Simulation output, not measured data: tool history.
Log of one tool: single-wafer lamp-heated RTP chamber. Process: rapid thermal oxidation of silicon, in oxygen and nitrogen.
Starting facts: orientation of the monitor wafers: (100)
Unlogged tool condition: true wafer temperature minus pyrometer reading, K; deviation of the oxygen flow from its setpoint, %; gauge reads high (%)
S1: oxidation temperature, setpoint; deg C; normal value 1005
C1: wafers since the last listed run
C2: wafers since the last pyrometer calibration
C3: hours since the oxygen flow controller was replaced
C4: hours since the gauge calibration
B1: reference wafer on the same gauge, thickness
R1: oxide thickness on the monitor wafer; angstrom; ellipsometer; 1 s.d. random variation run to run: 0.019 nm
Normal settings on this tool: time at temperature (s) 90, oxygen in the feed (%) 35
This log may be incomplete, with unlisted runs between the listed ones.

run 1 day=0.000 | S1=1013 time_at_temperature_(s)=90 oxygen_in_the_feed_(%)=35 | C1=0 C2=4953 C3=3142.8 C4=105.9 | B1=3.492 | R1=43.49
run 2 day=0.329 | S1=1013 time_at_temperature_(s)=90 oxygen_in_the_feed_(%)=35 | C1=71 C2=5024 C3=3150.7 C4=113.8 | B1=3.492 | R1=43.34
run 3 day=0.821 | S1=1013 time_at_temperature_(s)=90 oxygen_in_the_feed_(%)=35 | C1=106 C2=5131 C3=3162.5 C4=125.6 | B1=3.495 | R1=43.53
run 4 day=1.225 | S1=1005 time_at_temperature_(s)=90 oxygen_in_the_feed_(%)=35 | C1=87 C2=5218 C3=3172.2 C4=135.3 | B1=3.487 | R1=41.45
run 5 day=1.762 | S1=1005 time_at_temperature_(s)=90 oxygen_in_the_feed_(%)=35 | C1=116 C2=5334 C3=3185.1 C4=148.2 | B1=3.489 | R1=41.42
run 6 day=2.371 | S1=988 time_at_temperature_(s)=90 oxygen_in_the_feed_(%)=35 | C1=131 C2=5465 C3=3199.7 C4=162.8 | B1=3.486 | R1=36.60
run 7 day=2.817 | S1=988 time_at_temperature_(s)=90 oxygen_in_the_feed_(%)=35 | C1=96 C2=5561 C3=3210.4 C4=173.5 | B1=3.486 | R1=36.81
run 8 day=3.179 | S1=1005 time_at_temperature_(s)=74 oxygen_in_the_feed_(%)=35 | C1=78 C2=5640 C3=3219.1 C4=182.2 | B1=3.488 | R1=37.95
run 9 day=3.733 | S1=1020 time_at_temperature_(s)=90 oxygen_in_the_feed_(%)=17 | C1=119 C2=5759 C3=3232.4 C4=195.5 | B1=3.493 | R1=36.27
run 10 day=4.062 | S1=1020 time_at_temperature_(s)=90 oxygen_in_the_feed_(%)=17 | C1=71 C2=5830 C3=3240.3 C4=203.4 | B1=3.489 | R1=36.24
run 11 day=4.350 | S1=1005 time_at_temperature_(s)=90 oxygen_in_the_feed_(%)=35 | C1=62 C2=5892 C3=3247.2 C4=210.3 | B1=3.492 | R1=41.45
-- day=4.904 pyrometer window cleaned and pyrometer calibrated
-- day=4.975 gauge calibrated
run 12 day=5.029 | S1=1005 time_at_temperature_(s)=90 oxygen_in_the_feed_(%)=35 | C1=74 C2=26 C3=3263.5 C4=1.3 | B1=3.489 | R1=41.31
run 13 day=5.767 | S1=1005 time_at_temperature_(s)=90 oxygen_in_the_feed_(%)=35 | C1=159 C2=185 C3=3281.2 C4=19.0 | B1=3.493 | R1=41.31
-- day=6.579 oxygen flow controller replaced
run 14 day=6.600 | S1=1005 time_at_temperature_(s)=90 oxygen_in_the_feed_(%)=35 | C1=107 C2=293 C3=0.5 C4=39.0 | B1=3.489 | R1=40.95
run 15 day=6.800 | S1=1020 time_at_temperature_(s)=90 oxygen_in_the_feed_(%)=49 | C1=43 C2=336 C3=5.3 C4=43.8 | B1=3.486 | R1=51.65
run 16 day=7.358 | S1=989 time_at_temperature_(s)=51 oxygen_in_the_feed_(%)=17 | C1=120 C2=457 C3=18.7 C4=57.2 | B1=3.489 | R1=24.69
run 17 day=8.083 | S1=983 time_at_temperature_(s)=45 oxygen_in_the_feed_(%)=51 | C1=156 C2=613 C3=36.1 C4=74.6 | B1=3.494 | R1=30.30
run 18 day=8.642 | S1=977 time_at_temperature_(s)=90 oxygen_in_the_feed_(%)=26 | C1=120 C2=734 C3=49.5 C4=88.0 | B1=3.489 | R1=31.39
run 19 day=10.738 | S1=1005 time_at_temperature_(s)=90 oxygen_in_the_feed_(%)=35 | C1=452 C2=1186 C3=99.8 C4=138.3 | B1=3.490 | R1=41.35
run 20 day=11.417 | S1=983 time_at_temperature_(s)=123 oxygen_in_the_feed_(%)=53 | C1=146 C2=1333 C3=116.1 C4=154.6 | B1=3.491 | R1=46.53
run 21 day=11.775 | S1=985 time_at_temperature_(s)=134 oxygen_in_the_feed_(%)=60 | C1=77 C2=1410 C3=124.7 C4=163.2 | B1=3.486 | R1=51.08
run 22 day=12.058 | S1=1032 time_at_temperature_(s)=50 oxygen_in_the_feed_(%)=52 | C1=61 C2=1471 C3=131.5 C4=170.0 | B1=3.489 | R1=44.36
run 23 day=12.396 | S1=1005 time_at_temperature_(s)=90 oxygen_in_the_feed_(%)=35 | C1=72 C2=1544 C3=139.6 C4=178.1 | B1=3.487 | R1=40.98
run 24 day=13.046 | S1=1027 time_at_temperature_(s)=76 oxygen_in_the_feed_(%)=17 | C1=140 C2=1684 C3=155.2 C4=193.7 | B1=3.491 | R1=35.30
run 25 day=13.567 | S1=1033 time_at_temperature_(s)=103 oxygen_in_the_feed_(%)=35 | C1=112 C2=1797 C3=167.7 C4=206.2 | B1=3.488 | R1=53.27
run 26 day=13.950 | S1=1005 time_at_temperature_(s)=90 oxygen_in_the_feed_(%)=35 | C1=82 C2=1879 C3=176.9 C4=215.4 | B1=3.489 | R1=41.12
-- day=14.350 gauge calibrated
run 27 day=14.475 | S1=979 time_at_temperature_(s)=90 oxygen_in_the_feed_(%)=20 | C1=113 C2=1993 C3=189.5 C4=3.0 | B1=3.492 | R1=29.44
run 28 day=15.158 | S1=976 time_at_temperature_(s)=125 oxygen_in_the_feed_(%)=17 | C1=147 C2=2140 C3=205.9 C4=19.4 | B1=3.489 | R1=31.23

Here are 4 independent what-if runs from the current tool condition. What would each one return?
run A day=15.179 | S1=1005 time_at_temperature_(s)=90 oxygen_in_the_feed_(%)=35 | C1=4 C2=2145 C3=206.4 C4=19.9 | B1=? | R1=?
run B day=15.179 | S1=1018 time_at_temperature_(s)=135 oxygen_in_the_feed_(%)=44 | C1=4 C2=2145 C3=206.4 C4=19.9 | B1=? | R1=?
run C day=15.179 | S1=1005 time_at_temperature_(s)=61 oxygen_in_the_feed_(%)=27 | C1=4 C2=2145 C3=206.4 C4=19.9 | B1=? | R1=?
run D day=15.179 | S1=1005 time_at_temperature_(s)=90 oxygen_in_the_feed_(%)=23 | C1=4 C2=2145 C3=206.4 C4=19.9 | B1=? | R1=?

run=A B1=3.491 R1=41.18
run=B B1=3.491 R1=58.48
run=C B1=3.491 R1=32.30
run=D B1=3.491 R1=35.94
Take away the tool's hidden state, keep each run's random variation, and the runs would have read:
run=A R1=41.18
run=B R1=58.48
run=C R1=32.30
run=D R1=35.94

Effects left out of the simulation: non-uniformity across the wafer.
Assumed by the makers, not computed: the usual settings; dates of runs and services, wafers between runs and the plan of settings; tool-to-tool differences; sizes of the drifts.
